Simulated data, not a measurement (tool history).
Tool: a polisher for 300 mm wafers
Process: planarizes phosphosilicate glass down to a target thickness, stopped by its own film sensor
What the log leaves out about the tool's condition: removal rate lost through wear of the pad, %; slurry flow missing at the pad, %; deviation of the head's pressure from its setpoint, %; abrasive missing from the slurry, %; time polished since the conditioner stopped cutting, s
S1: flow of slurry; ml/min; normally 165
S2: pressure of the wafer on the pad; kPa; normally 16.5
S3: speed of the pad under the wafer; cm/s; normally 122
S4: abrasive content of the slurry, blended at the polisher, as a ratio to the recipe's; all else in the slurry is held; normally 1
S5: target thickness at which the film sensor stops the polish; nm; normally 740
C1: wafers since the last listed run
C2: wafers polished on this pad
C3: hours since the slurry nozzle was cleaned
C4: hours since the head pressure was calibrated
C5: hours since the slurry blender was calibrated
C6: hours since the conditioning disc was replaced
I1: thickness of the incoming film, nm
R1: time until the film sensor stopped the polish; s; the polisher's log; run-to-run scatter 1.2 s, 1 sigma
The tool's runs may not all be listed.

run,day,S1,S2,S3,S4,S5,C1,C2,C3,C4,C5,C6,I1,R1
1,0,165,16.5,122,1,740,0,191,37.9,339.6,224.9,213.4,1583.3,136.1
2,0.658,165,16.5,122,1,740,98,289,53.7,355.4,240.7,229.2,1581.2,138.8
3,1.367,220,16.5,122,1.1,740,106,395,70.7,372.4,257.7,246.2,1597.6,125.8
4,1.817,130,16.5,122,1,740,67,463,81.5,383.2,268.5,257,1564.1,140.2
5,2.367,135,16.5,122,1,740,82,545,94.7,396.4,281.7,270.2,1563.7,140.4
6,3.054,165,16.5,122,1,740,102,648,111.2,412.9,298.2,286.7,1575.3,140.9
7,3.5,165,16.5,150,0.85,972,66,715,121.9,423.6,308.9,297.4,1575.7,97.6
# day 3.658: conditioning disc replaced and pad reconditioned
8,4.138,165,16.5,88,1,740,82,798,137.2,438.9,324.2,11.5,1555.7,175.6
# day 4.429: worn pad replaced by a new one
# day 4.883: head pressure recalibrated
9,5.158,165,16.5,122,1,740,115,96,161.7,6.6,348.7,36,1578.8,133.9
10,5.65,165,16.5,122,1,740,73,170,173.5,18.4,360.5,47.8,1563.6,130.6
# day 6.338: slurry blender recalibrated
11,6.358,165,16.5,122,1,740,93,264,190.5,35.4,0.5,64.8,1583.2,131.1
12,7.012,165,19.3,122,1,974,97,362,206.2,51.1,16.2,80.5,1608.7,83.7
13,7.379,165,18.6,100,1.2,603,54,416,215,59.9,25,89.3,1591.1,142.4
14,7.933,140,13.1,122,1,820,82,499,228.3,73.2,38.3,102.6,1588.4,151.9
15,8.692,165,16.5,122,1,740,113,613,246.5,91.4,56.5,120.8,1567.2,129.1
# day 9.35: worn pad replaced by a new one
16,9.371,185,12.4,86,1,547,76,3,262.8,107.7,72.8,137.1,1569.2,268.6
17,9.771,165,18.6,122,1,910,59,63,272.4,117.3,82.4,146.7,1576.2,93.5
18,10.275,165,16.5,82,1,740,75,138,284.5,129.4,94.5,158.8,1610.3,179.9
19,10.912,205,18.6,122,0.7,915,95,234,299.8,144.7,109.8,174.1,1572.5,123
20,11.971,165,16.5,152,1.15,740,158,392,325.2,170.1,135.2,199.5,1604.3,104.7
21,12.283,165,16.5,122,1,740,46,439,332.7,177.6,142.7,207,1559.4,130.3
22,12.779,165,21.4,122,1,589,74,513,344.6,189.5,154.6,218.9,1596,124.9
23,13.504,195,16.5,102,1,740,108,622,362,206.9,172,236.3,1593.9,151.6
24,13.933,120,19.3,122,0.75,943,64,686,372.3,217.2,182.3,246.6,1593.4,121
25,14.417,165,16.5,122,1,740,72,758,383.9,228.8,193.9,258.2,1597.6,138.8
26,14.729,190,16.5,122,1,740,46,805,391.4,236.3,201.4,265.7,1590.1,131.9

Below are 4 alternative next runs, each starting from the tool's condition after run 26. Predict each:
A,14.746,165,16.5,122,1,740,2,808,391.8,236.7,201.8,266.1,1577.5,?
B,14.746,165,16.5,148,1,476,2,808,391.8,236.7,201.8,266.1,1577.5,?
C,14.746,220,16.5,122,1,740,2,808,391.8,236.7,201.8,266.1,1577.5,?
D,14.746,225,16.5,80,1,740,2,808,391.8,236.7,201.8,266.1,1577.5,?

run,R1
A,133.2
B,151.1
C,128.3
D,175.7
Take away the tool's hidden state, keep each run's random variation, and the runs would have read:
run,R1
A,128.7
B,146.1
C,124
D,169.9

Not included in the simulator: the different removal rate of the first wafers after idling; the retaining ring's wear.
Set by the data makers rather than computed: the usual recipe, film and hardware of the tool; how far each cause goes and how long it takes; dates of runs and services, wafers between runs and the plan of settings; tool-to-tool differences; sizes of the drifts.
